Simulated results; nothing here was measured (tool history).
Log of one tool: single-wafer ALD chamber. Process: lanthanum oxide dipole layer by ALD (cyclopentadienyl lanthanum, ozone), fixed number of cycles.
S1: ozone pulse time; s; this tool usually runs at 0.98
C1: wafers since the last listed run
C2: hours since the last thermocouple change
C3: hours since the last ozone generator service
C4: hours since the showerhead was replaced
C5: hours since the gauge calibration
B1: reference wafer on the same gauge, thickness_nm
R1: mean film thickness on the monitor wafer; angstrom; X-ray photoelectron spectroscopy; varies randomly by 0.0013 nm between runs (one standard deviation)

run 1 hour=0 | S1=0.98 | C1=0 C2=899.4 C3=936.7 C4=3225.8 C5=69.1 | B1=0.607 | R1=4.7
run 2 hour=8.6 | S1=0.98 | C1=108 C2=908 C3=945.3 C4=3234.4 C5=77.7 | B1=0.607 | R1=4.69
run 3 hour=19.1 | S1=0.98 | C1=132 C2=918.5 C3=955.8 C4=3244.9 C5=88.2 | B1=0.607 | R1=4.69
run 4 hour=35.1 | S1=0.87 | C1=201 C2=934.5 C3=971.8 C4=3260.9 C5=104.2 | B1=0.607 | R1=4.36
run 5 hour=46.5 | S1=0.87 | C1=143 C2=945.9 C3=983.2 C4=3272.3 C5=115.6 | B1=0.607 | R1=4.35
run 6 hour=54.5 | S1=0.87 | C1=100 C2=953.9 C3=991.2 C4=3280.3 C5=123.6 | B1=0.606 | R1=4.36
run 7 hour=71 | S1=0.98 | C1=207 C2=970.4 C3=1007.7 C4=3296.8 C5=140.1 | B1=0.607 | R1=4.67
run 8 hour=79.8 | S1=0.98 | C1=110 C2=979.2 C3=1016.5 C4=3305.6 C5=148.9 | B1=0.607 | R1=4.67
run 9 hour=89.8 | S1=1.13 | C1=125 C2=989.2 C3=1026.5 C4=3315.6 C5=158.9 | B1=0.607 | R1=5
run 10 hour=96.4 | S1=1.13 | C1=83 C2=995.8 C3=1033.1 C4=3322.2 C5=165.5 | B1=0.607 | R1=5
run 11 hour=112.8 | S1=1.13 | C1=206 C2=1012.2 C3=1049.5 C4=3338.6 C5=181.9 | B1=0.607 | R1=4.99
run 12 hour=123.6 | S1=0.98 | C1=135 C2=1023 C3=1060.3 C4=3349.4 C5=192.7 | B1=0.607 | R1=4.61
-- hour=140.3 ozone generator serviced
run 13 hour=141.5 | S1=0.98 | C1=124 C2=1040.9 C3=1.2 C4=3367.3 C5=210.6 | B1=0.607 | R1=5.12
run 14 hour=151.6 | S1=0.98 | C1=127 C2=1051 C3=11.3 C4=3377.4 C5=220.7 | B1=0.607 | R1=5.12
run 15 hour=165.2 | S1=0.98 | C1=171 C2=1064.6 C3=24.9 C4=3391 C5=234.3 | B1=0.607 | R1=5.12
run 16 hour=171.9 | S1=0.98 | C1=84 C2=1071.3 C3=31.6 C4=3397.7 C5=241 | B1=0.607 | R1=5.12
run 17 hour=180.8 | S1=0.86 | C1=111 C2=1080.2 C3=40.5 C4=3406.6 C5=249.9 | B1=0.607 | R1=4.79
-- hour=195.5 showerhead replaced
run 18 hour=196.8 | S1=0.71 | C1=100 C2=1096.2 C3=56.5 C4=1.3 C5=265.9 | B1=0.607 | R1=4.22
run 19 hour=206.4 | S1=1.35 | C1=120 C2=1105.8 C3=66.1 C4=10.9 C5=275.5 | B1=0.607 | R1=5.65
run 20 hour=218.6 | S1=0.72 | C1=153 C2=1118 C3=78.3 C4=23.1 C5=287.7 | B1=0.607 | R1=4.26
-- hour=229.1 thermocouple changed; heater temperature recalibrated
run 21 hour=229.6 | S1=1.29 | C1=37 C2=0.5 C3=89.3 C4=34.1 C5=298.7 | B1=0.607 | R1=5.63
run 22 hour=243 | S1=0.64 | C1=168 C2=13.9 C3=102.7 C4=47.5 C5=312.1 | B1=0.607 | R1=3.88
-- hour=246.8 gauge calibrated
run 23 hour=250 | S1=0.7 | C1=88 C2=20.9 C3=109.7 C4=54.5 C5=3.2 | B1=0.607 | R1=4.18
run 24 hour=258.1 | S1=0.63 | C1=101 C2=29 C3=117.8 C4=62.6 C5=11.3 | B1=0.607 | R1=3.8
run 25 hour=274 | S1=0.98 | C1=200 C2=44.9 C3=133.7 C4=78.5 C5=27.2 | B1=0.607 | R1=5.06
run 26 hour=305.7 | S1=1.11 | C1=398 C2=76.6 C3=165.4 C4=110.2 C5=58.9 | B1=0.607 | R1=5.35
run 27 hour=312.1 | S1=0.66 | C1=80 C2=83 C3=171.8 C4=116.6 C5=65.3 | B1=0.607 | R1=3.91
run 28 hour=323.8 | S1=0.98 | C1=147 C2=94.7 C3=183.5 C4=128.3 C5=77 | B1=0.607 | R1=5.07
run 29 hour=340.4 | S1=0.82 | C1=208 C2=111.3 C3=200.1 C4=144.9 C5=93.6 | B1=0.607 | R1=4.6
run 30 hour=352.1 | S1=0.98 | C1=147 C2=123 C3=211.8 C4=156.6 C5=105.3 | B1=0.606 | R1=5.08
run 31 hour=363.3 | S1=0.6 | C1=140 C2=134.2 C3=223 C4=167.8 C5=116.5 | B1=0.606 | R1=3.57
run 32 hour=380.2 | S1=0.64 | C1=212 C2=151.1 C3=239.9 C4=184.7 C5=133.4 | B1=0.607 | R1=3.78

Exercise: give the hidden state of the tool at every run:
wafer temperature above the value expected at the setpoint (K): 0 in every run
gauge reads high (%): 0 in every run
H1: ozone dose above that of a generator just serviced (%)
run=1 H1=-16.8
run=2 H1=-17
run=3 H1=-17.1
run=4 H1=-17.4
run=5 H1=-17.6
run=6 H1=-17.7
run=7 H1=-18
run=8 H1=-18.1
run=9 H1=-18.3
run=10 H1=-18.4
run=11 H1=-18.6
run=12 H1=-18.8
run=13 H1=-1.2
run=14 H1=-1.36
run=15 H1=-1.58
run=16 H1=-1.69
run=17 H1=-1.83
run=18 H1=-2.09
run=19 H1=-2.25
run=20 H1=-2.44
run=21 H1=-2.62
run=22 H1=-2.84
run=23 H1=-2.95
run=24 H1=-3.08
run=25 H1=-3.34
run=26 H1=-3.85
run=27 H1=-3.95
run=28 H1=-4.14
run=29 H1=-4.41
run=30 H1=-4.59
run=31 H1=-4.77
run=32 H1=-5.05
